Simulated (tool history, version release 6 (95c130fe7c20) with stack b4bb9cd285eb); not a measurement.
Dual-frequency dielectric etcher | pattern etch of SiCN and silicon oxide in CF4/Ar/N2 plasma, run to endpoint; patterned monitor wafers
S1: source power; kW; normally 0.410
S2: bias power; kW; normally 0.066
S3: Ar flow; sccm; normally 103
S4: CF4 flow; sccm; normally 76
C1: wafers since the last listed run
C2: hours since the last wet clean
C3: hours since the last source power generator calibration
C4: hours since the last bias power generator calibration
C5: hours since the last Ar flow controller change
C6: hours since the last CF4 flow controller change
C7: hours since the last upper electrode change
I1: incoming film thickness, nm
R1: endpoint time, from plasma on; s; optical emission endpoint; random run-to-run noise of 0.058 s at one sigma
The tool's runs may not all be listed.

run   hour     S1     S2   S3  S4   C1     C2      C3      C4      C5      C6      C7     I1    R1
  1    0.0  0.470  0.066  103  76    0   21.8  2637.0  3795.6  2168.5  3325.3  3842.0  16.16  18.0
  2   30.5  0.470  0.066  103  76  403   52.3  2667.5  3826.1  2199.0  3355.8  3872.5  16.28  18.2
  3   58.6  0.470  0.066  103  76  371   80.4  2695.6  3854.2  2227.1  3383.9  3900.6  16.20  18.0
  4  100.2  0.410  0.066  103  76  550  122.0  2737.2  3895.8  2268.7  3425.5  3942.2  16.36  19.4
  5  157.6  0.410  0.066  103  76  759  179.4  2794.6  3953.2  2326.1  3482.9  3999.6  16.21  19.0
  6  222.8  0.410  0.066  103  76  862  244.6  2859.8  4018.4  2391.3  3548.1  4064.8  16.22  19.2
     236.5  -- bias power generator calibrated
     255.4  -- upper electrode replaced
  7  272.1  0.410  0.066  103  76  349  293.9  2909.1    35.6  2440.6  3597.4    16.7  16.24  19.2
  8  297.6  0.410  0.066   96  76  337  319.4  2934.6    61.1  2466.1  3622.9    42.2  16.26  18.8
  9  343.4  0.310  0.076  103  76  606  365.2  2980.4   106.9  2511.9  3668.7    88.0  16.35  20.7
 10  377.9  0.410  0.066  103  76  456  399.7  3014.9   141.4  2546.4  3703.2   122.5  16.19  19.1
     387.5  -- source power generator calibrated
     423.6  -- wet clean of the chamber
 11  440.8  0.470  0.066  103  76  461   17.2    53.3   204.3  2609.3  3766.1   185.4  16.24  18.1
     468.3  -- CF4 flow controller replaced
 12  484.5  0.410  0.066  103  76  498   60.9    97.0   248.0  2653.0    16.2   229.1  16.07  19.1
     498.6  -- Ar flow controller replaced
 13  551.8  0.410  0.072  116  76  811  128.2   164.3   315.3    53.2    83.5   296.4  16.38  19.5
 14  612.4  0.340  0.066  103  76  801  188.8   224.9   375.9   113.8   144.1   357.0  16.34  21.0
 15  674.7  0.330  0.066  103  76  824  251.1   287.2   438.2   176.1   206.4   419.3  16.17  21.0
 16  700.3  0.410  0.066  127  76  338  276.7   312.8   463.8   201.7   232.0   444.9  16.16  20.0
 17  757.9  0.460  0.071  103  89  762  334.3   370.4   521.4   259.3   289.6   502.5  16.06  17.1

Alternative continuations, all from the tool just after run 17; predict every row:
  A  758.3  0.410  0.066  103  67   5  334.7  370.8  521.8  259.7  290.0  502.9  16.05   ?
  B  758.3  0.410  0.066  125  76   5  334.7  370.8  521.8  259.7  290.0  502.9  16.05   ?
  C  758.3  0.330  0.075   96  59   5  334.7  370.8  521.8  259.7  290.0  502.9  16.05   ?
  D  758.3  0.320  0.066  103  83   5  334.7  370.8  521.8  259.7  290.0  502.9  16.05   ?
  E  758.3  0.350  0.073   84  91   5  334.7  370.8  521.8  259.7  290.0  502.9  16.05   ?

run    R1
  A  19.3
  B  19.8
  C  20.5
  D  20.7
  E  18.3
Take away the tool's hidden state, keep each run's random variation, and the runs would have read:
run    R1
  A  19.5
  B  20.0
  C  20.7
  D  20.9
  E  18.5

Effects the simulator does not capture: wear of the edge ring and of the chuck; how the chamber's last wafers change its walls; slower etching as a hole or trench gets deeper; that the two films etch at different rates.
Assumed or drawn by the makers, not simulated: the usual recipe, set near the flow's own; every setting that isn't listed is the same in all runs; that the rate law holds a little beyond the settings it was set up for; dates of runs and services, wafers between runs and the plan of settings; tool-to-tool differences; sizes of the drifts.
